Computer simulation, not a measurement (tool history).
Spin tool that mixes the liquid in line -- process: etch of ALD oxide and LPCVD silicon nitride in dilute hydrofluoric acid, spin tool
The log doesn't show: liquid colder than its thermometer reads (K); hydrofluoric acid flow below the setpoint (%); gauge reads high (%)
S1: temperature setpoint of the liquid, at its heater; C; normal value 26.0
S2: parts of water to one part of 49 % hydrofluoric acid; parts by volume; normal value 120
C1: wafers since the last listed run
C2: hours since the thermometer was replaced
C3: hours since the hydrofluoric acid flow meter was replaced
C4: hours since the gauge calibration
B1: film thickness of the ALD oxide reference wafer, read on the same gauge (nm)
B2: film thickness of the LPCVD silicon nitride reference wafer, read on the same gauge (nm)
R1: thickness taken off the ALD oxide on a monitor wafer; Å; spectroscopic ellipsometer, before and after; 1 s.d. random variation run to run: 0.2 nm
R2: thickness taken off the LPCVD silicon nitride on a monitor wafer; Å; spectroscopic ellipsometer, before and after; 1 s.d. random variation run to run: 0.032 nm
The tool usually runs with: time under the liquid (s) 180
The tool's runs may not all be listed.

{"run": 1, "hour": 0.0, "S1": 26.0, "S2": 120, "time under the liquid (s)": 180, "C1": 0, "C2": 1757.9, "C3": 360.6, "C4": 396.0, "B1": 129.99, "B2": 40.02, "R1": 220.3, "R2": 7.19}
{"run": 2, "hour": 80.8, "S1": 26.0, "S2": 120, "time under the liquid (s)": 180, "C1": 449, "C2": 1838.7, "C3": 441.4, "C4": 476.8, "B1": 130.01, "B2": 40.027, "R1": 215.6, "R2": 6.37}
{"run": 3, "hour": 180.8, "S1": 26.0, "S2": 120, "time under the liquid (s)": 210, "C1": 556, "C2": 1938.7, "C3": 541.4, "C4": 576.8, "B1": 130.0, "B2": 40.05, "R1": 251.4, "R2": 7.58}
{"run": 4, "hour": 260.1, "S1": 26.0, "S2": 120, "time under the liquid (s)": 210, "C1": 441, "C2": 2018.0, "C3": 620.7, "C4": 656.1, "B1": 130.01, "B2": 40.021, "R1": 245.3, "R2": 8.03}
{"run": 5, "hour": 359.0, "S1": 26.0, "S2": 120, "time under the liquid (s)": 210, "C1": 550, "C2": 2116.9, "C3": 719.6, "C4": 755.0, "B1": 129.96, "B2": 39.97, "R1": 247.7, "R2": 7.75}
{"run": 6, "hour": 440.0, "S1": 26.0, "S2": 120, "time under the liquid (s)": 180, "C1": 450, "C2": 2197.9, "C3": 800.6, "C4": 836.0, "B1": 129.97, "B2": 40.021, "R1": 213.6, "R2": 6.74}
{"run": 7, "hour": 531.2, "S1": 26.0, "S2": 120, "time under the liquid (s)": 180, "C1": 507, "C2": 2289.1, "C3": 891.8, "C4": 927.2, "B1": 129.99, "B2": 40.04, "R1": 207.6, "R2": 6.88}
{"run": 8, "hour": 590.6, "S1": 21.5, "S2": 65, "time under the liquid (s)": 120, "C1": 330, "C2": 2348.5, "C3": 951.2, "C4": 986.6, "B1": 130.02, "B2": 40.022, "R1": 227.5, "R2": 5.88}
{"hour": 630.0, "done": "gauge calibrated"}
{"run": 9, "hour": 669.2, "S1": 22.0, "S2": 120, "time under the liquid (s)": 115, "C1": 437, "C2": 2427.1, "C3": 1029.8, "C4": 39.2, "B1": 129.99, "B2": 40.043, "R1": 114.2, "R2": 3.03}
{"run": 10, "hour": 716.4, "S1": 22.0, "S2": 120, "time under the liquid (s)": 180, "C1": 262, "C2": 2474.3, "C3": 1077.0, "C4": 86.4, "B1": 129.97, "B2": 40.028, "R1": 180.7, "R2": 5.32}
{"hour": 761.0, "done": "hydrofluoric acid flow meter replaced"}
{"hour": 761.2, "done": "thermometer replaced"}
{"run": 11, "hour": 783.7, "S1": 26.0, "S2": 150, "time under the liquid (s)": 260, "C1": 367, "C2": 22.5, "C3": 22.7, "C4": 153.7, "B1": 130.0, "B2": 39.997, "R1": 258.9, "R2": 8.75}
{"run": 12, "hour": 866.0, "S1": 26.0, "S2": 120, "time under the liquid (s)": 180, "C1": 458, "C2": 104.8, "C3": 105.0, "C4": 236.0, "B1": 129.99, "B2": 40.026, "R1": 226.1, "R2": 8.01}
{"run": 13, "hour": 963.4, "S1": 26.0, "S2": 120, "time under the liquid (s)": 180, "C1": 542, "C2": 202.2, "C3": 202.4, "C4": 333.4, "B1": 130.02, "B2": 40.044, "R1": 226.9, "R2": 7.54}
{"run": 14, "hour": 1049.5, "S1": 26.0, "S2": 145, "time under the liquid (s)": 180, "C1": 479, "C2": 288.3, "C3": 288.5, "C4": 419.5, "B1": 130.01, "B2": 39.983, "R1": 181.6, "R2": 6.21}
{"run": 15, "hour": 1098.7, "S1": 29.5, "S2": 120, "time under the liquid (s)": 180, "C1": 273, "C2": 337.5, "C3": 337.7, "C4": 468.7, "B1": 130.02, "B2": 39.949, "R1": 259.5, "R2": 9.28}

Entry by entry between the runs, the difference in hidden state between the last listed run before and the first listed run after:
Logged between run 8 and run 9: gauge calibrated (hour 630.0)
  liquid colder than its thermometer reads (K): 2.52 -> 2.6
  difference, measured minus the result without the unlogged condition, R1: -25.4 -> -12.6 Å; R2: -1.11 -> -0.58 Å
Logged between run 10 and run 11: hydrofluoric acid flow meter replaced (hour 761.0); thermometer replaced (hour 761.2)
  liquid colder than its thermometer reads (K): 2.65 -> 0.216
  difference, measured minus the result without the unlogged condition, R1: -20.4 -> -2.1 Å; R2: -1.04 -> -0.13 Å
